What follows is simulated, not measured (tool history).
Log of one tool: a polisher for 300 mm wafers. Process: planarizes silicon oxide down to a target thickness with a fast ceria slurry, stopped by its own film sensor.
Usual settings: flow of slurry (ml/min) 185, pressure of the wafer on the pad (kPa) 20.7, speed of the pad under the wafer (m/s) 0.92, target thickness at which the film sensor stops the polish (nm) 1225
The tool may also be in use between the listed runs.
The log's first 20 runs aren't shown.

run     day  flow of slurry (ml/min)  pressure of the wafer on the pad (kPa)  speed of the pad under the wafer (m/s)  target thickness at which the film sensor stops the polish (nm)  wafers since the last listed run  wafers polished on this pad  hours since the slurry nozzle was cleaned  hours since the head pressure was calibrated  incoming thickness of the incoming film, nm  time until the film sensor stopped the polish (s)
 21  10.567                      185                                    26.2                                    1.12                                                             1225                               158                          360                                      728.1                                          24.6                                       2024.6                                               28.4
     12.621  -- head pressure recalibrated, repeated, since the last time left the tool worse
 22  12.733                      185                                    20.7                                    0.92                                                             1135                               535                          896                                      780.1                                           2.7                                       2035.4                                               57.5
 23  13.100                      185                                    13.8                                    0.60                                                             1225                                94                          990                                      788.9                                          11.5                                       2043.4                                              117.8
     13.383  -- worn pad replaced by a new one
 24  13.404                      185                                    20.7                                    0.92                                                             1065                                35                            5                                      796.2                                          18.8                                       2060.1                                               63.2
 25  13.988                      185                                    20.7                                    0.74                                                             1225                               150                          155                                      810.2                                          32.8                                       2052.4                                               63.3
     14.217  -- slurry nozzle cleaned
 26  14.692                      230                                    20.7                                    0.80                                                             1068                               170                          325                                       11.4                                          49.7                                       2030.8                                               67.8
 27  15.067                      145                                    15.9                                    0.64                                                             1019                                96                          421                                       20.4                                          58.7                                       2020.8                                              123.0
 28  15.333                      185                                    20.7                                    0.80                                                             1400                                68                          490                                       26.8                                          65.1                                       2007.8                                               43.7
 29  15.738                      135                                    20.7                                    0.92                                                             1225                               103                          594                                       36.5                                          74.8                                       2074.7                                               54.2
 30  17.029                      185                                    20.7                                    0.92                                                             1225                               332                          926                                       67.5                                         105.8                                       2052.8                                               52.3
 31  17.312                      185                                    20.7                                    0.92                                                             1225                                72                          999                                       74.3                                         112.6                                       2064.0                                               51.6
     17.629  -- worn pad replaced by a new one
 32  17.650                      225                                    20.7                                    0.92                                                             1029                                43                            4                                       82.4                                         120.7                                       2055.9                                               63.2
 33  18.208                      185                                    20.7                                    0.92                                                             1225                               143                          148                                       95.8                                         134.1                                       2051.5                                               50.9
 34  18.596                      185                                    20.7                                    0.92                                                             1225                                99                          248                                      105.1                                         143.4                                       2046.3                                               50.8

Forecast each of these 4 alternatives for the next run:
  A  18.612                      185                                    20.7                                    0.92                                                             1225                                 4                          252                                      105.5                                         143.8                                       2040.4                                                  ?
  B  18.612                      140                                    17.2                                    0.80                                                             1481                                 4                          252                                      105.5                                         143.8                                       2040.4                                                  ?
  C  18.612                      185                                    20.7                                    0.92                                                              987                                 4                          252                                      105.5                                         143.8                                       2040.4                                                  ?
  D  18.612                      210                                    15.9                                    1.00                                                             1397                                 4                          252                                      105.5                                         143.8                                       2040.4                                                  ?

run  time until the film sensor stopped the polish (s)
  A                                               51.0
  B                                               50.0
  C                                               65.9
  D                                               47.6
Without the tool's hidden state the same runs would have given:
run  time until the film sensor stopped the polish (s)
  A                                               52.3
  B                                               51.3
  C                                               67.5
  D                                               48.8
